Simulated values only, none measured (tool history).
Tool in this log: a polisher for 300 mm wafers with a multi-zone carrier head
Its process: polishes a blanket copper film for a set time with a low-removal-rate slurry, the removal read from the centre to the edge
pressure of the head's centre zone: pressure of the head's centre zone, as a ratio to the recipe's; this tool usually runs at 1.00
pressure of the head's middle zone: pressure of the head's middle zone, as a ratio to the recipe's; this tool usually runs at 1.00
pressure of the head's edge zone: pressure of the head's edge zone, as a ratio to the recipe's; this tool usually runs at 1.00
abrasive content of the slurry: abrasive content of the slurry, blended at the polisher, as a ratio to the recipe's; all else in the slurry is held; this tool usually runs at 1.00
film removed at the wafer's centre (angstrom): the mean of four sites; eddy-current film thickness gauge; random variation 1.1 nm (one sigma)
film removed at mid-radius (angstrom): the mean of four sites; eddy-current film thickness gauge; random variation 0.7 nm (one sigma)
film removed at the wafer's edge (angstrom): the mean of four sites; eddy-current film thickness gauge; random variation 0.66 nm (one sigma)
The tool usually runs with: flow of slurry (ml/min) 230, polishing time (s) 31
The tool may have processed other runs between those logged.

| run | day | flow of slurry (ml/min) | pressure of the head's centre zone | pressure of the head's middle zone | pressure of the head's edge zone | abrasive content of the slurry | polishing time (s) | incoming thickness of the incoming film, nm | film removed at the wafer's centre (angstrom) | film removed at mid-radius (angstrom) | film removed at the wafer's edge (angstrom) |
|---|---|---|---|---|---|---|---|---|---|---|---|
| 1 | 0.000 | 230 | 1.00 | 1.00 | 1.00 | 1.00 | 31 | 1301.8 | 970 | 993 | 976 |
|  | 0.796 | worn pad replaced by a new one |
| 2 | 0.817 | 230 | 1.00 | 1.00 | 1.00 | 1.00 | 31 | 1304.2 | 976 | 1019 | 991 |
| 3 | 1.296 | 230 | 1.00 | 1.00 | 1.00 | 1.00 | 31 | 1295.6 | 973 | 1001 | 976 |
| 4 | 1.908 | 230 | 1.00 | 1.00 | 1.00 | 1.00 | 31 | 1294.5 | 943 | 1011 | 975 |
| 5 | 2.521 | 230 | 1.00 | 1.00 | 1.00 | 1.00 | 31 | 1295.2 | 961 | 1007 | 983 |
|  | 2.767 | worn pad replaced by a new one |
| 6 | 2.796 | 230 | 1.00 | 1.00 | 1.00 | 1.00 | 31 | 1289.8 | 953 | 1003 | 975 |
|  | 3.496 | centre zone pressure recalibrated |
|  | 3.508 | edge zone pressure recalibrated |
| 7 | 3.529 | 230 | 1.00 | 1.00 | 1.00 | 1.00 | 31 | 1296.0 | 964 | 1004 | 979 |
|  | 3.767 | carrier head's membrane replaced by a new one |
| 8 | 3.954 | 180 | 0.94 | 1.00 | 1.00 | 0.90 | 40 | 1290.2 | 1118 | 1219 | 1195 |
|  | 4.317 | slurry nozzle cleaned |
| 9 | 4.346 | 230 | 1.00 | 1.00 | 1.00 | 1.00 | 31 | 1291.6 | 970 | 1017 | 980 |
|  | 4.933 | worn pad replaced by a new one |
| 10 | 5.033 | 165 | 1.00 | 1.00 | 1.00 | 1.00 | 21 | 1304.4 | 615 | 637 | 635 |
| 11 | 5.567 | 230 | 0.96 | 1.00 | 1.11 | 1.15 | 31 | 1306.1 | 957 | 1037 | 1052 |
| 12 | 5.929 | 230 | 1.00 | 1.00 | 1.00 | 1.00 | 31 | 1307.1 | 973 | 1007 | 972 |
| 13 | 6.429 | 230 | 1.00 | 0.93 | 1.00 | 1.00 | 31 | 1269.8 | 974 | 961 | 984 |
|  | 6.850 | worn pad replaced by a new one |
| 14 | 6.871 | 230 | 1.06 | 1.12 | 1.07 | 1.00 | 23 | 1301.7 | 740 | 819 | 748 |

Branching from run 14: 4 alternative next runs. What would each branch give?
| A | 6.888 | 230 | 1.00 | 1.00 | 1.00 | 1.00 | 31 | 1270.1 | ? | ? | ? |
| B | 6.888 | 230 | 1.00 | 1.12 | 1.00 | 1.25 | 31 | 1270.1 | ? | ? | ? |
| C | 6.888 | 230 | 1.00 | 1.00 | 1.00 | 1.15 | 31 | 1270.1 | ? | ? | ? |
| D | 6.888 | 230 | 1.00 | 0.90 | 1.00 | 1.00 | 31 | 1270.1 | ? | ? | ? |

| run | film removed at the wafer's centre (angstrom) | film removed at mid-radius (angstrom) | film removed at the wafer's edge (angstrom) |
|---|---|---|---|
| A | 975 | 1013 | 980 |
| B | 1027 | 1173 | 1029 |
| C | 1007 | 1045 | 1012 |
| D | 975 | 927 | 981 |
With no hidden state in the tool, these same runs would have given:
| run | film removed at the wafer's centre (angstrom) | film removed at mid-radius (angstrom) | film removed at the wafer's edge (angstrom) |
|---|---|---|---|
| A | 975 | 1013 | 980 |
| B | 1027 | 1173 | 1029 |
| C | 1007 | 1045 | 1012 |
| D | 975 | 927 | 981 |
